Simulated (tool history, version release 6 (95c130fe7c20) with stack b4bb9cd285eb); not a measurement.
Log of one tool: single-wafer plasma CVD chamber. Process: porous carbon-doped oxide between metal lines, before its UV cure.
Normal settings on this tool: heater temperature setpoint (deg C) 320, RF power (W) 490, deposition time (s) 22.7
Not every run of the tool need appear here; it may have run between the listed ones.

| run | hour | heater temperature setpoint (deg C) | RF power (W) | deposition time (s) | read-back reference wafer on the same gauge, thickness_nm | mean film thickness on the monitor wafer (nm) |
|---|---|---|---|---|---|---|
| 1 | 0.0 | 320 | 490 | 22.7 | 97.993 | 111.494 |
|  | 12.0 | gauge calibrated |
| 2 | 69.1 | 320 | 415 | 22.7 | 98.030 | 102.798 |
| 3 | 100.2 | 320 | 415 | 22.7 | 97.983 | 102.930 |
| 4 | 160.6 | 320 | 420 | 20.7 | 98.020 | 94.856 |
| 5 | 187.6 | 320 | 420 | 20.7 | 98.000 | 94.575 |
|  | 205.3 | thermocouple changed; heater temperature recalibrated |
| 6 | 225.0 | 320 | 490 | 22.7 | 97.982 | 111.083 |
|  | 255.1 | showerhead replaced |
| 7 | 257.0 | 320 | 490 | 22.7 | 98.021 | 111.029 |
| 8 | 319.0 | 329 | 545 | 20.8 | 98.032 | 101.637 |
| 9 | 366.2 | 320 | 490 | 22.7 | 98.027 | 110.846 |
| 10 | 400.4 | 328 | 575 | 22.7 | 97.978 | 113.797 |
|  | 410.3 | RF generator calibrated |
|  | 410.4 | gauge calibrated |
| 11 | 438.0 | 330 | 545 | 20.2 | 97.966 | 101.831 |
| 12 | 462.8 | 315 | 490 | 22.7 | 98.004 | 118.404 |
| 13 | 498.8 | 309 | 415 | 20.1 | 97.989 | 101.645 |
| 14 | 540.6 | 320 | 490 | 22.7 | 98.004 | 114.610 |

Below are 5 alternative next runs, each starting from the tool's condition after run 14. Predict each:
| A | 541.0 | 320 | 490 | 26.5 | ? | ? |
| B | 541.0 | 320 | 560 | 25.8 | ? | ? |
| C | 541.0 | 329 | 490 | 22.7 | ? | ? |
| D | 541.0 | 313 | 490 | 26.5 | ? | ? |
| E | 541.0 | 320 | 490 | 21.2 | ? | ? |

| run | read-back reference wafer on the same gauge, thickness_nm | mean film thickness on the monitor wafer (nm) |
|---|---|---|
| A | 98.000 | 133.132 |
| B | 98.000 | 137.637 |
| C | 98.000 | 109.009 |
| D | 98.000 | 138.751 |
| E | 98.000 | 107.300 |
Had the tool no hidden state, the same runs would have come out as:
| run | mean film thickness on the monitor wafer (nm) |
|---|---|
| A | 133.458 |
| B | 137.970 |
| C | 109.276 |
| D | 139.092 |
| E | 107.563 |
